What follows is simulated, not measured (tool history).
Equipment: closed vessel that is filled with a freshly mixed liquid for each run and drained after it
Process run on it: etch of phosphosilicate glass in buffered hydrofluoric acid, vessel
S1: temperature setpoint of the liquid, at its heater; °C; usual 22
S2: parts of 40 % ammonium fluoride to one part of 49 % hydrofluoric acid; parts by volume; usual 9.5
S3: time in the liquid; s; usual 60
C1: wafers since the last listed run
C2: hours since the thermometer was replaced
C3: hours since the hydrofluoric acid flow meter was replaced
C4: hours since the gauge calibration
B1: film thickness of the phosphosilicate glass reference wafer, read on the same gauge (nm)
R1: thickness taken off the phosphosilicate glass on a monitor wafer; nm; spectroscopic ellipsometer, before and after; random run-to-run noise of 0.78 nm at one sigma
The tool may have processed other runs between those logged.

run	hour	S1	S2	S3	C1	C2	C3	C4	B1	R1
1	0.0	22	9.5	45	0	1877.2	2551.5	306.6	100.00	116.20
2	15.6	22	9.5	80	1916	1892.8	2567.1	322.2	99.99	206.90
3	28.1	22	9.5	80	1535	1905.3	2579.6	334.7	99.99	209.63
4	81.3	22	9.5	80	6536	1958.5	2632.8	387.9	100.00	207.86
5	90.3	22	7.0	60	1105	1967.5	2641.8	396.9	100.00	212.33
6	100.0	22	9.5	60	1191	1977.2	2651.5	406.6	100.00	154.91
7	109.3	22	9.5	60	1142	1986.5	2660.8	415.9	99.98	154.94
8	119.4	22	9.5	60	1241	1996.6	2670.9	426.0	99.99	155.84
9	132.3	22	9.5	50	1585	2009.5	2683.8	438.9	100.02	130.02
10	144.3	22	9.5	50	1474	2021.5	2695.8	450.9	100.00	129.39
# hour 151.9: hydrofluoric acid flow meter replaced
# hour 156.6: gauge calibrated
11	168.0	18	9.5	60	2789	2045.2	16.1	11.4	99.99	123.20
12	185.4	18	9.5	60	2138	2062.6	33.5	28.8	99.99	124.05
13	193.1	18	6.5	60	946	2070.3	41.2	36.5	99.99	178.53
# hour 196.9: thermometer replaced
14	209.7	26	9.5	75	1916	12.8	57.8	53.1	100.00	276.86
15	217.3	22	9.5	45	933	20.4	65.4	60.7	100.00	133.03
16	224.7	22	13.0	60	909	27.8	72.8	68.1	100.00	133.35
17	231.4	22	11.5	30	823	34.5	79.5	74.8	100.00	74.91
18	284.7	22	9.5	60	6549	87.8	132.8	128.1	99.98	175.03

What will run 19 give?
19	300.6	22	11.0	80	1953	103.7	148.7	144.0	?	?

{"run 19": {"B1": 99.99, "R1": 208.12}}
Without the tool's hidden state the same run would have given R1 209.73 nm.
